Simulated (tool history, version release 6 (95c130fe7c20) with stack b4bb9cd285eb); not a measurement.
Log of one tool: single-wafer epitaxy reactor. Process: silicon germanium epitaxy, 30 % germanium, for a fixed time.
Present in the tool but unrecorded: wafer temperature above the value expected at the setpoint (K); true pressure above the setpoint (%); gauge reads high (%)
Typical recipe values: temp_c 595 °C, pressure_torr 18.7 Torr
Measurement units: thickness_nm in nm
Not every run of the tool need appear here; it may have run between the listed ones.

run	hour	temp_c	pressure_torr	wafers since the last listed run	hours since the last pyrometer calibration	hours since the last manometer calibration	hours since the showerhead was replaced	hours since the gauge calibration	read-back reference wafer on the same gauge, thickness_nm	thickness_nm
1	0.0	583	18.7	0	380.2	1974.0	5792.0	1469.5	55.515	39.389
2	50.7	583	18.7	1065	430.9	2024.7	5842.7	1520.2	55.447	39.361
3	89.1	583	18.7	807	469.3	2063.1	5881.1	1558.6	55.482	39.298
4	160.1	595	18.7	1492	540.3	2134.1	5952.1	1629.6	55.500	50.755
5	201.5	595	18.7	870	581.7	2175.5	5993.5	1671.0	55.500	50.981
6	415.5	595	18.7	4497	795.7	2389.5	6207.5	1885.0	55.479	50.566
7	467.0	600	16.2	1082	847.2	2441.0	6259.0	1936.5	55.526	52.869
8	513.1	600	16.2	968	893.3	2487.1	6305.1	1982.6	55.506	52.292
9	542.6	600	16.2	619	922.8	2516.6	6334.6	2012.1	55.488	52.426
10	572.4	595	15.5	626	952.6	2546.4	6364.4	2041.9	55.555	46.491
11	612.9	595	15.5	851	993.1	2586.9	6404.9	2082.4	55.512	46.463
12	673.7	595	15.5	1277	1053.9	2647.7	6465.7	2143.2	55.459	46.798
# hour 727.9: gauge calibrated
13	731.5	586	16.5	1214	1111.7	2705.5	6523.5	3.6	55.490	39.351
14	802.7	595	18.7	1496	1182.9	2776.7	6594.7	74.8	55.513	50.457
15	829.9	595	18.7	571	1210.1	2803.9	6621.9	102.0	55.553	50.452
16	875.5	582	22.6	958	1255.7	2849.5	6667.5	147.6	55.507	41.506
17	907.5	595	18.7	672	1287.7	2881.5	6699.5	179.6	55.541	50.298

Estimate the outcome of run 18 from the log above:
18	939.7	595	18.7	676	1319.9	2913.7	6731.7	211.8	?	?

read-back reference wafer on the same gauge, thickness_nm: 55.512
thickness_nm: 50.400 nm
On a tool with no hidden condition, and with the same random variation, this run would have come out at thickness_nm 52.248 nm.
